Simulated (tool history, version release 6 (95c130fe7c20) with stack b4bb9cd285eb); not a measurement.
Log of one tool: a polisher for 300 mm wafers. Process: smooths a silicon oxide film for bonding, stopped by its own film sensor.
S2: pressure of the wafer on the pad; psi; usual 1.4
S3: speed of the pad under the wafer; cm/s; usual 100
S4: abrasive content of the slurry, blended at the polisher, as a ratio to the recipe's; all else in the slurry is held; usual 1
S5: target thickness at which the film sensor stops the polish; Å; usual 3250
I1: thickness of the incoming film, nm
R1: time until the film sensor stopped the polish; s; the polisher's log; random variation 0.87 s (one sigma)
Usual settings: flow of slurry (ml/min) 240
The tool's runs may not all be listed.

{"run": 1, "hour": 0.0, "flow of slurry (ml/min)": 280, "S2": 1.4, "S3": 114, "S4": 1, "S5": 3250, "I1": 378.7, "R1": 79}
{"hour": 45.1, "done": "slurry blender recalibrated"}
{"hour": 113.9, "done": "worn pad replaced by a new one"}
{"run": 2, "hour": 171.0, "flow of slurry (ml/min)": 280, "S2": 1.4, "S3": 114, "S4": 1, "S5": 3250, "I1": 382.8, "R1": 83.3}
{"run": 3, "hour": 220.1, "flow of slurry (ml/min)": 280, "S2": 1.4, "S3": 114, "S4": 1, "S5": 3250, "I1": 383, "R1": 83.3}
{"run": 4, "hour": 268.9, "flow of slurry (ml/min)": 240, "S2": 1.4, "S3": 100, "S4": 1, "S5": 3250, "I1": 384.8, "R1": 95.3}
{"run": 5, "hour": 395.1, "flow of slurry (ml/min)": 240, "S2": 1.4, "S3": 100, "S4": 1, "S5": 3250, "I1": 380.8, "R1": 87.1}
{"hour": 405.5, "done": "slurry nozzle cleaned"}
{"run": 6, "hour": 466.3, "flow of slurry (ml/min)": 240, "S2": 1.4, "S3": 100, "S4": 1, "S5": 3250, "I1": 375.5, "R1": 77.4}
{"hour": 474.5, "done": "head pressure recalibrated"}
{"hour": 489.2, "done": "slurry blender recalibrated"}
{"run": 7, "hour": 537.4, "flow of slurry (ml/min)": 240, "S2": 1.4, "S3": 100, "S4": 1, "S5": 3250, "I1": 386.2, "R1": 108.4}
{"run": 8, "hour": 584.9, "flow of slurry (ml/min)": 240, "S2": 1.4, "S3": 100, "S4": 1, "S5": 3250, "I1": 384.1, "R1": 104.5}
{"hour": 632.0, "done": "worn pad replaced by a new one"}
{"run": 9, "hour": 634.0, "flow of slurry (ml/min)": 240, "S2": 1.4, "S3": 126, "S4": 1, "S5": 3250, "I1": 381.4, "R1": 82.4}
{"run": 10, "hour": 673.2, "flow of slurry (ml/min)": 240, "S2": 1.6, "S3": 100, "S4": 1, "S5": 3250, "I1": 383.1, "R1": 88.3}
{"run": 11, "hour": 784.8, "flow of slurry (ml/min)": 240, "S2": 1.4, "S3": 100, "S4": 1, "S5": 3250, "I1": 387.2, "R1": 107.7}
{"run": 12, "hour": 829.7, "flow of slurry (ml/min)": 240, "S2": 1.2, "S3": 136, "S4": 0.85, "S5": 3110, "I1": 375.7, "R1": 109.5}
{"run": 13, "hour": 895.3, "flow of slurry (ml/min)": 265, "S2": 1.4, "S3": 84, "S4": 1.1, "S5": 3250, "I1": 381.5, "R1": 103.3}
{"hour": 930.5, "done": "slurry blender recalibrated"}
{"run": 14, "hour": 932.2, "flow of slurry (ml/min)": 260, "S2": 1.4, "S3": 100, "S4": 1, "S5": 3250, "I1": 376.7, "R1": 86.3}
{"run": 15, "hour": 962.6, "flow of slurry (ml/min)": 240, "S2": 1.4, "S3": 128, "S4": 1, "S5": 3110, "I1": 372, "R1": 84.1}
{"run": 16, "hour": 1016.7, "flow of slurry (ml/min)": 240, "S2": 1.4, "S3": 72, "S4": 1, "S5": 3100, "I1": 383.2, "R1": 158.3}
{"run": 17, "hour": 1055.8, "flow of slurry (ml/min)": 240, "S2": 1.2, "S3": 100, "S4": 1, "S5": 3380, "I1": 378.3, "R1": 77.9}
{"hour": 1076.6, "done": "worn pad replaced by a new one"}
{"hour": 1102.2, "done": "slurry nozzle cleaned"}
{"run": 18, "hour": 1114.5, "flow of slurry (ml/min)": 240, "S2": 1.4, "S3": 100, "S4": 1, "S5": 3250, "I1": 380.7, "R1": 89.6}
{"run": 19, "hour": 1179.9, "flow of slurry (ml/min)": 170, "S2": 1.2, "S3": 100, "S4": 0.9, "S5": 3250, "I1": 381.7, "R1": 118.3}
{"run": 20, "hour": 1225.4, "flow of slurry (ml/min)": 240, "S2": 1, "S3": 100, "S4": 0.9, "S5": 3250, "I1": 374.4, "R1": 117.8}
{"hour": 1280.5, "done": "head pressure recalibrated"}
{"run": 21, "hour": 1284.6, "flow of slurry (ml/min)": 200, "S2": 1.4, "S3": 100, "S4": 1, "S5": 3250, "I1": 380.4, "R1": 101.4}

Forecast run 22:
{"hour": 1344.6, "done": "slurry blender recalibrated"}
{"run": 22, "hour": 1345.3, "flow of slurry (ml/min)": 240, "S2": 1.4, "S3": 100, "S4": 1, "S5": 3250, "I1": 388.1, "R1": "?"}

R1: 110.9 s
Without the tool's hidden state the same run would have given R1 111.8 s.
